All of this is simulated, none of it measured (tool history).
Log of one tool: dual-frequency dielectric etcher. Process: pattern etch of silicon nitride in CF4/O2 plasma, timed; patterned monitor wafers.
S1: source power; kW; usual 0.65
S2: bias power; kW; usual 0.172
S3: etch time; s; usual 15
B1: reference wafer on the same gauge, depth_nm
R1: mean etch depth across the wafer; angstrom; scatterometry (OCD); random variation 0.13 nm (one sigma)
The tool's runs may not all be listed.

{"run": 1, "hour": 0.0, "S1": 0.65, "S2": 0.172, "S3": 15, "B1": 28.97, "R1": 354.2}
{"run": 2, "hour": 44.1, "S1": 0.65, "S2": 0.172, "S3": 18, "B1": 28.94, "R1": 428.9}
{"run": 3, "hour": 70.4, "S1": 0.65, "S2": 0.172, "S3": 15, "B1": 28.89, "R1": 353.3}
{"run": 4, "hour": 129.9, "S1": 0.65, "S2": 0.172, "S3": 15, "B1": 28.87, "R1": 353.1}
{"run": 5, "hour": 154.3, "S1": 0.65, "S2": 0.172, "S3": 15, "B1": 28.83, "R1": 349.9}
{"run": 6, "hour": 183.2, "S1": 0.65, "S2": 0.172, "S3": 15, "B1": 28.77, "R1": 351}
{"run": 7, "hour": 244.1, "S1": 0.65, "S2": 0.172, "S3": 15, "B1": 28.72, "R1": 351.6}
{"hour": 299.5, "done": "bias power generator calibrated"}
{"hour": 310.2, "done": "source power generator calibrated"}
{"run": 8, "hour": 328.3, "S1": 0.65, "S2": 0.172, "S3": 15, "B1": 28.63, "R1": 352.1}
{"run": 9, "hour": 365.0, "S1": 0.65, "S2": 0.172, "S3": 15, "B1": 28.57, "R1": 349}
{"hour": 369.8, "done": "gauge calibrated"}
{"hour": 402.8, "done": "wet clean of the chamber"}
{"run": 10, "hour": 528.1, "S1": 0.65, "S2": 0.147, "S3": 13.5, "B1": 29.48, "R1": 302.4}
{"run": 11, "hour": 556.0, "S1": 0.5, "S2": 0.16, "S3": 18.5, "B1": 29.46, "R1": 323.6}
{"hour": 581.2, "done": "upper electrode replaced"}
{"run": 12, "hour": 588.6, "S1": 0.65, "S2": 0.172, "S3": 15, "B1": 29.45, "R1": 360.7}
{"run": 13, "hour": 653.3, "S1": 0.65, "S2": 0.172, "S3": 15, "B1": 29.36, "R1": 360.7}
{"run": 14, "hour": 695.9, "S1": 0.65, "S2": 0.194, "S3": 15, "B1": 29.32, "R1": 381}
{"run": 15, "hour": 751.4, "S1": 0.65, "S2": 0.172, "S3": 15, "B1": 29.25, "R1": 360.6}
{"run": 16, "hour": 790.1, "S1": 0.65, "S2": 0.151, "S3": 15, "B1": 29.22, "R1": 339.7}
{"run": 17, "hour": 827.1, "S1": 0.65, "S2": 0.193, "S3": 15, "B1": 29.21, "R1": 376.9}
{"run": 18, "hour": 860.4, "S1": 0.65, "S2": 0.172, "S3": 15, "B1": 29.13, "R1": 356}

Forecast run 19:
{"run": 19, "hour": 913.3, "S1": 0.65, "S2": 0.132, "S3": 13, "B1": "?", "R1": "?"}

B1: 29.03
R1: 275.5 angstrom
Without the tool's hidden state the same run would have given R1 281.5 angstrom.

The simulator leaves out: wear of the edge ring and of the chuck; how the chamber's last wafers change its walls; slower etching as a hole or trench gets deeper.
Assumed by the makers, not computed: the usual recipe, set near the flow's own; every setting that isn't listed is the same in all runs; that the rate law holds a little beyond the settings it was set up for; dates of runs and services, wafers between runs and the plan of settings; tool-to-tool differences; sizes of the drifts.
